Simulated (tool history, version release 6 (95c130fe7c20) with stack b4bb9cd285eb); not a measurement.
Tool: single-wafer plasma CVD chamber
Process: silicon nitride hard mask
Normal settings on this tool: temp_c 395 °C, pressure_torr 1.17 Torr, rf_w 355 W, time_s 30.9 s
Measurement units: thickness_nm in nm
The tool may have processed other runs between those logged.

run     day  temp_c  pressure_torr  rf_w  time_s  read-back reference wafer on the same gauge, thickness_nm  thickness_nm
  1       0     395           1.17   355    29.2                                                     35.968        37.888
  2   3.658     395           1.17   355    29.2                                                     35.942        37.297
  3   6.721     395           1.17   355    29.2                                                     36.002        37.557
     10.971  -- RF generator calibrated
  4  11.112     395           1.17   355    30.9                                                     35.953        39.569
     17.392  -- thermocouple changed; heater temperature recalibrated
  5  18.317     388           1.17   380    30.9                                                     36.028        41.545
  6  20.062     388           1.17   380    30.9                                                     36.052        41.466
  7  22.325     395           1.32   355    30.9                                                      36.03        40.713
  8  26.362     395           1.17   355    35.5                                                     36.077        45.423
  9  28.417     395           1.17   355    35.5                                                     35.954        45.206
 10  30.538     395           1.17   355    30.9                                                     36.026        39.456
 11  32.475     386           1.17   385    34.9                                                     36.004        47.687
 12  39.946     395           1.17   385    30.9                                                     35.986        41.548
     41.971  -- capacitance manometer re-zeroed and calibrated
 13  43.575     408           1.17   355    30.9                                                     35.947        38.877
 14  46.617     389           1.17   355    29.1                                                     36.002        36.781
 15  50.604     386           1.17   385    27.5                                                     36.057        36.843
 16    53.5     405           1.17   355    32.8                                                     36.032        41.196
 17  57.146     395           1.38   355    26.2                                                     35.981        35.114
 18  60.521     395           1.17   355    34.4                                                     35.998         43.26
 19   63.95     395           1.17   355    30.9                                                     36.026        38.637
     65.533  -- capacitance manometer re-zeroed and calibrated, repeated, since the last time left the tool worse
     67.942  -- showerhead replaced
 20  67.962     395           0.96   355    35.6                                                     35.972        43.536
     68.658  -- RF generator calibrated
     69.062  -- gauge calibrated
 21  70.883     404           1.33   355    30.9                                                     36.049        41.325
 22  74.625     395           1.17   355    29.2                                                     35.963        37.789
 23  76.862     395           1.17   355    30.9                                                     35.983        40.234
 24  79.117     395           1.17   385    32.6                                                     35.981        44.685
 25  82.054     385           1.17   330    25.9                                                     36.009        31.991
 26  85.879     395           1.17   355    30.9                                                      36.01        39.788
 27  87.708     395           1.17   355    30.9                                                     35.967        39.544
 28  91.817     395           1.17   355    30.9                                                     35.985         39.72
 29  93.492     399           1.05   355    27.1                                                     36.027        33.723

Below are 3 alternative next runs, each starting from the tool's condition after run 29. Predict each:
  A  93.508     395           1.17   355    30.9                                                          ?             ?
  B  93.508     395           1.09   315    26.4                                                          ?             ?
  C  93.508     395           1.17   355    24.9                                                          ?             ?

run  read-back reference wafer on the same gauge, thickness_nm  thickness_nm
  A                                                     36.016        39.547
  B                                                     36.016         30.35
  C                                                     36.016        31.884
Without the tool's hidden state the same runs would have given:
run  thickness_nm
  A        39.977
  B         30.69
  C        32.231
